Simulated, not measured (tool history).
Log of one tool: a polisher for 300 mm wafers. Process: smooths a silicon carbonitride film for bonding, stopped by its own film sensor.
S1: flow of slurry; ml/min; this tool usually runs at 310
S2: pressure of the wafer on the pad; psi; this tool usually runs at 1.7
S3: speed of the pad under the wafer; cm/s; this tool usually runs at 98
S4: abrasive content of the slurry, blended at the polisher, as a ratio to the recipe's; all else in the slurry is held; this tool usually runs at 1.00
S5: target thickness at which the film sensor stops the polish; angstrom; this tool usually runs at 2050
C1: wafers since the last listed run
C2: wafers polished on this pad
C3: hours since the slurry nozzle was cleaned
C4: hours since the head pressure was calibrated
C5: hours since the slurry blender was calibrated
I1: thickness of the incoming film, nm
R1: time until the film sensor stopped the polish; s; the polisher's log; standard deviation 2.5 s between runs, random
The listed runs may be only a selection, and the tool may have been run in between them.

| run | hour | S1 | S2 | S3 | S4 | S5 | C1 | C2 | C3 | C4 | C5 | I1 | R1 |
|---|---|---|---|---|---|---|---|---|---|---|---|---|---|
| 1 | 0.0 | 310 | 1.7 | 98 | 1.00 | 2050 | 0 | 60 | 391.7 | 315.6 | 168.4 | 229.2 | 154.5 |
| 2 | 56.7 | 310 | 1.7 | 98 | 1.00 | 2050 | 496 | 557 | 448.4 | 372.3 | 225.1 | 231.4 | 166.7 |
| 3 | 106.5 | 310 | 1.7 | 98 | 1.00 | 2050 | 435 | 992 | 498.2 | 422.1 | 274.9 | 230.8 | 169.1 |
| 4 | 142.9 | 310 | 1.7 | 98 | 1.00 | 2050 | 318 | 1311 | 534.6 | 458.5 | 311.3 | 230.3 | 164.4 |
|  | 148.3 | slurry nozzle cleaned |
|  | 160.7 | slurry blender recalibrated |
| 5 | 178.9 | 310 | 1.7 | 98 | 1.00 | 2050 | 288 | 1599 | 30.6 | 494.5 | 18.2 | 227.0 | 145.0 |
| 6 | 236.2 | 310 | 1.7 | 98 | 1.00 | 2050 | 501 | 2101 | 87.9 | 551.8 | 75.5 | 231.8 | 188.5 |
| 7 | 274.3 | 355 | 1.7 | 98 | 1.00 | 2050 | 333 | 2434 | 126.0 | 589.9 | 113.6 | 230.0 | 175.9 |
| 8 | 308.2 | 310 | 1.7 | 98 | 1.00 | 2050 | 296 | 2730 | 159.9 | 623.8 | 147.5 | 231.3 | 193.2 |
|  | 316.8 | worn pad replaced by a new one |
| 9 | 363.6 | 310 | 1.7 | 98 | 1.00 | 2050 | 449 | 409 | 215.3 | 679.2 | 202.9 | 226.6 | 135.8 |
| 10 | 431.2 | 310 | 1.7 | 98 | 1.00 | 2050 | 591 | 1000 | 282.9 | 746.8 | 270.5 | 231.7 | 170.0 |
|  | 460.7 | slurry blender recalibrated |
| 11 | 490.8 | 310 | 1.7 | 98 | 1.00 | 2050 | 503 | 1504 | 342.5 | 806.4 | 30.1 | 228.3 | 158.6 |
| 12 | 525.8 | 310 | 1.7 | 74 | 1.00 | 2050 | 306 | 1811 | 377.5 | 841.4 | 65.1 | 228.1 | 192.2 |
| 13 | 595.1 | 310 | 1.7 | 74 | 1.00 | 2050 | 606 | 2417 | 446.8 | 910.7 | 134.4 | 233.3 | 244.4 |
|  | 624.5 | worn pad replaced by a new one |
| 14 | 656.9 | 310 | 1.7 | 74 | 1.00 | 2050 | 505 | 283 | 508.6 | 972.5 | 196.2 | 231.9 | 207.5 |
|  | 671.9 | slurry nozzle cleaned |
| 15 | 682.1 | 310 | 1.7 | 98 | 1.00 | 2050 | 211 | 494 | 10.2 | 997.7 | 221.4 | 234.2 | 193.9 |
| 16 | 712.4 | 310 | 1.7 | 112 | 1.10 | 1990 | 265 | 759 | 40.5 | 1028.0 | 251.7 | 228.9 | 177.1 |
|  | 763.1 | slurry blender recalibrated |
| 17 | 766.9 | 400 | 1.7 | 108 | 1.00 | 2120 | 459 | 1219 | 95.0 | 1082.5 | 3.8 | 229.5 | 104.9 |
| 18 | 810.8 | 310 | 1.9 | 120 | 1.10 | 2050 | 384 | 1603 | 138.9 | 1126.4 | 47.7 | 229.0 | 127.1 |
| 19 | 882.1 | 310 | 1.9 | 98 | 1.00 | 2130 | 623 | 2227 | 210.2 | 1197.7 | 119.0 | 234.8 | 143.4 |
|  | 947.5 | worn pad replaced by a new one |
| 20 | 948.0 | 385 | 1.7 | 98 | 1.25 | 2050 | 541 | 4 | 276.1 | 1263.6 | 184.9 | 230.5 | 150.9 |
| 21 | 1003.7 | 310 | 1.7 | 98 | 1.30 | 2050 | 487 | 491 | 331.8 | 1319.3 | 240.6 | 229.5 | 140.8 |
|  | 1022.5 | slurry blender recalibrated |
| 22 | 1038.6 | 215 | 2.2 | 132 | 1.00 | 2010 | 287 | 779 | 366.7 | 1354.2 | 16.1 | 229.0 | 128.4 |
|  | 1078.4 | head pressure recalibrated |
| 23 | 1097.1 | 310 | 1.7 | 98 | 1.00 | 2050 | 494 | 1273 | 425.2 | 18.7 | 74.6 | 229.1 | 147.0 |
| 24 | 1160.3 | 310 | 1.7 | 98 | 1.00 | 2050 | 552 | 1826 | 488.4 | 81.9 | 137.8 | 227.6 | 146.0 |
|  | 1202.9 | worn pad replaced by a new one |
| 25 | 1212.8 | 310 | 1.7 | 98 | 1.00 | 2050 | 424 | 86 | 540.9 | 134.4 | 190.3 | 234.5 | 180.3 |
|  | 1219.5 | slurry nozzle cleaned |
| 26 | 1263.9 | 310 | 1.7 | 106 | 1.00 | 2050 | 438 | 525 | 44.4 | 185.5 | 241.4 | 228.6 | 137.1 |
|  | 1291.5 | slurry blender recalibrated |
| 27 | 1326.8 | 310 | 1.7 | 98 | 1.00 | 2050 | 532 | 1057 | 107.3 | 248.4 | 35.3 | 233.6 | 177.5 |
| 28 | 1370.2 | 310 | 1.5 | 98 | 1.00 | 2050 | 379 | 1437 | 150.7 | 291.8 | 78.7 | 228.9 | 170.1 |
| 29 | 1397.2 | 310 | 1.7 | 98 | 1.00 | 2050 | 236 | 1673 | 177.7 | 318.8 | 105.7 | 229.9 | 160.9 |

Hidden state or all else? Some run-to-run changes of R1, split into what the settings, what came in and random variation would give without the hidden state, and what is left for the hidden state (with any gauge scatter that isn't in both results):
What the log doesn't record here: removal rate lost through wear of the pad, %; slurry flow missing at the pad, %; deviation of the head's pressure from its setpoint, %; abrasive missing from the slurry, %.
Run 8 -> 9: worn pad replaced by a new one. R1 -57.4 s: hidden state -30.4, all else -27.0.
Run 13 -> 14: worn pad replaced by a new one. R1 -36.9 s: hidden state -23.7, all else -13.2.
Run 16 -> 17: S1 310 -> 400, S3 112 -> 108, S4 1.10 -> 1.00, S5 1990 -> 2120, slurry blender recalibrated. R1 -72.2 s: hidden state -6.7, all else -65.5.
